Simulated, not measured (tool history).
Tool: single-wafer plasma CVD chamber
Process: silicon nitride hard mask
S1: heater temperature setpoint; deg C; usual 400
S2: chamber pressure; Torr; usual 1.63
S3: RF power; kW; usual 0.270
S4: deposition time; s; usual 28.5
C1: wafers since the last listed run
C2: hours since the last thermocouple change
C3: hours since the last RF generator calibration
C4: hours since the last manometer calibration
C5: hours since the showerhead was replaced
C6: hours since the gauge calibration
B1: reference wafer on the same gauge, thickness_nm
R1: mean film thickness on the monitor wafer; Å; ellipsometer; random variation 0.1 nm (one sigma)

run    hour   S1    S2     S3    S4    C1     C2      C3      C4      C5      C6      B1      R1
  1     0.0  396  1.63  0.270  28.5     0  280.5   619.2  2377.4  1463.7   923.3  27.812  303.75
       20.5  -- capacitance manometer re-zeroed and calibrated
  2    30.3  396  1.63  0.270  28.5   745  310.8   649.5     9.8  1494.0   953.6  27.792  310.72
  3   101.6  396  1.63  0.270  28.5  2382  382.1   720.8    81.1  1565.3  1024.9  27.805  311.78
  4   152.4  391  1.63  0.270  26.9  1697  432.9   771.6   131.9  1616.1  1075.7  27.757  295.18
  5   207.3  400  1.63  0.250  28.5  1834  487.8   826.5   186.8  1671.0  1130.6  27.802  291.78
  6   244.5  400  1.63  0.250  28.5  1242  525.0   863.7   224.0  1708.2  1167.8  27.759  291.11
  7   314.2  413  1.43  0.215  25.7  2328  594.7   933.4   293.7  1777.9  1237.5  27.811  223.17
  8   379.0  400  1.50  0.285  28.5  2164  659.5   998.2   358.5  1842.7  1302.3  27.817  316.16
  9   446.7  407  1.46  0.300  28.5  2261  727.2  1065.9   426.2  1910.4  1370.0  27.776  324.83
 10   501.0  400  1.63  0.270  28.5  1814  781.5  1120.2   480.5  1964.7  1424.3  27.800  308.87
 11   533.7  395  1.63  0.270  26.0  1092  814.2  1152.9   513.2  1997.4  1457.0  27.810  283.86
 12   583.9  400  1.63  0.270  23.2  1677  864.4  1203.1   563.4  2047.6  1507.2  27.824  251.20
      606.2  -- RF generator calibrated
      761.4  -- thermocouple changed; heater temperature recalibrated
 13   773.3  400  1.96  0.270  28.5  5793   11.9   167.1   752.8  2237.0  1696.6  27.809  319.40
 14   840.5  400  1.63  0.285  28.5  2245   79.1   234.3   820.0  2304.2  1763.8  27.798  318.87
      908.0  -- showerhead replaced
 15   908.5  411  1.81  0.290  26.9  2004  147.1   302.3   888.0     0.5  1831.8  27.783  311.12
      919.6  -- gauge calibrated
 16  1035.3  408  1.90  0.240  33.2  4236  273.9   429.1  1014.8   127.3   115.7  27.810  334.53
 17  1069.0  400  1.63  0.270  28.5  1125  307.6   462.8  1048.5   161.0   149.4  27.807  307.71
 18  1124.0  400  1.63  0.225  28.5  1837  362.6   517.8  1103.5   216.0   204.4  27.803  264.90
 19  1282.0  404  1.23  0.270  28.5  5278  520.6   675.8  1261.5   374.0   362.4  27.814  284.70
 20  1308.2  388  1.36  0.235  34.1   875  546.8   702.0  1287.7   400.2   388.6  27.771  315.11
 21  1337.3  400  1.63  0.270  28.5   972  575.9   731.1  1316.8   429.3   417.7  27.816  306.87
 22  1401.3  400  1.63  0.270  28.5  2138  639.9   795.1  1380.8   493.3   481.7  27.823  306.60
 23  1445.5  396  1.91  0.270  24.2  1476  684.1   839.3  1425.0   537.5   525.9  27.833  268.53
 24  1493.6  400  1.75  0.270  25.6  1607  732.2   887.4  1473.1   585.6   574.0  27.794  278.87
 25  1532.3  400  1.63  0.270  28.5  1292  770.9   926.1  1511.8   624.3   612.7  27.820  305.57
 26  1590.3  407  1.63  0.300  26.4  1937  828.9   984.1  1569.8   682.3   670.7  27.766  305.20
 27  1630.2  392  2.01  0.250  23.3  1333  868.8  1024.0  1609.7   722.2   710.6  27.810  247.37
 28  1667.6  390  1.81  0.270  28.5  1249  906.2  1061.4  1647.1   759.6   748.0  27.820  314.69

5 ways to go on from here, each from the tool as it stands after run 28. What would each give?
  A  1668.0  400  1.63  0.290  28.5  13  906.6  1061.8  1647.5  760.0  748.4   ?   ?
  B  1668.0  394  1.28  0.270  34.0  13  906.6  1061.8  1647.5  760.0  748.4   ?   ?
  C  1668.0  412  1.63  0.270  30.1  13  906.6  1061.8  1647.5  760.0  748.4   ?   ?
  D  1668.0  406  1.84  0.270  28.5  13  906.6  1061.8  1647.5  760.0  748.4   ?   ?
  E  1668.0  412  1.45  0.270  24.3  13  906.6  1061.8  1647.5  760.0  748.4   ?   ?

run      B1      R1
  A  27.759  320.90
  B  27.759  342.99
  C  27.759  319.40
  D  27.759  312.02
  E  27.759  250.90
Without the tool's hidden state the same runs would have given:
run      R1
  A  325.44
  B  348.20
  C  323.92
  D  316.26
  E  254.55
